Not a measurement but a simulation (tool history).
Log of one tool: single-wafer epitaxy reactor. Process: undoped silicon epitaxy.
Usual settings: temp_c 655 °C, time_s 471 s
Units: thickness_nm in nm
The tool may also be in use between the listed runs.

| run | hour | temp_c | time_s | read-back reference wafer on the same gauge, thickness_nm | thickness_nm |
|---|---|---|---|---|---|
| 1 | 0.0 | 655 | 529 | 106.831 | 112.071 |
| 2 | 19.3 | 644 | 471 | 106.965 | 79.947 |
| 3 | 64.0 | 644 | 471 | 107.261 | 78.976 |
| 4 | 86.7 | 651 | 471 | 107.233 | 92.128 |
| 5 | 122.2 | 651 | 471 | 107.341 | 92.401 |
| 6 | 140.0 | 651 | 471 | 107.059 | 92.133 |
| 7 | 156.4 | 662 | 544 | 106.879 | 133.941 |
| 8 | 170.7 | 662 | 544 | 106.910 | 132.659 |
| 9 | 186.2 | 662 | 544 | 107.162 | 135.132 |
| 10 | 212.9 | 655 | 471 | 107.157 | 100.170 |
| 11 | 237.4 | 655 | 471 | 107.076 | 100.933 |
| 12 | 271.1 | 655 | 471 | 107.504 | 101.269 |
| 13 | 302.5 | 655 | 471 | 107.282 | 101.769 |
| 14 | 328.1 | 655 | 471 | 107.172 | 99.926 |
|  | 350.2 | pyrometer calibrated |
| 15 | 352.2 | 655 | 471 | 106.988 | 92.534 |
| 16 | 375.4 | 655 | 471 | 107.075 | 92.299 |
| 17 | 395.2 | 655 | 471 | 106.737 | 92.203 |
| 18 | 429.6 | 655 | 471 | 107.498 | 92.752 |
| 19 | 451.7 | 640 | 528 | 107.079 | 76.292 |
|  | 458.3 | gauge calibrated |
| 20 | 483.8 | 648 | 471 | 106.858 | 82.466 |
| 21 | 502.2 | 666 | 562 | 107.246 | 142.525 |
| 22 | 524.8 | 662 | 544 | 107.210 | 127.298 |
| 23 | 557.3 | 655 | 471 | 107.265 | 95.942 |
| 24 | 571.4 | 664 | 410 | 107.091 | 100.523 |
| 25 | 584.4 | 640 | 524 | 107.338 | 78.191 |
| 26 | 631.2 | 655 | 471 | 107.265 | 96.607 |
| 27 | 647.9 | 646 | 471 | 106.951 | 80.445 |
| 28 | 673.2 | 665 | 442 | 107.004 | 111.398 |
| 29 | 685.9 | 660 | 519 | 106.671 | 118.700 |
| 30 | 711.0 | 641 | 471 | 107.049 | 72.250 |
| 31 | 734.5 | 655 | 415 | 107.009 | 85.655 |
| 32 | 755.3 | 655 | 471 | 106.813 | 97.357 |
| 33 | 776.4 | 655 | 471 | 106.978 | 99.062 |
| 34 | 803.9 | 655 | 405 | 107.318 | 83.832 |
| 35 | 834.3 | 666 | 409 | 107.002 | 105.689 |

Forecast each of these 5 alternatives for the next run:
| A | 834.8 | 663 | 471 | ? | ? |
| B | 834.8 | 645 | 427 | ? | ? |
| C | 834.8 | 655 | 396 | ? | ? |
| D | 834.8 | 664 | 558 | ? | ? |
| E | 834.8 | 644 | 402 | ? | ? |

| run | read-back reference wafer on the same gauge, thickness_nm | thickness_nm |
|---|---|---|
| A | 106.860 | 116.037 |
| B | 106.860 | 72.409 |
| C | 106.860 | 82.780 |
| D | 106.860 | 140.296 |
| E | 106.860 | 66.742 |
Without the tool's hidden state the same runs would have given:
| run | thickness_nm |
|---|---|
| A | 107.013 |
| B | 66.571 |
| C | 76.239 |
| D | 129.407 |
| E | 61.350 |

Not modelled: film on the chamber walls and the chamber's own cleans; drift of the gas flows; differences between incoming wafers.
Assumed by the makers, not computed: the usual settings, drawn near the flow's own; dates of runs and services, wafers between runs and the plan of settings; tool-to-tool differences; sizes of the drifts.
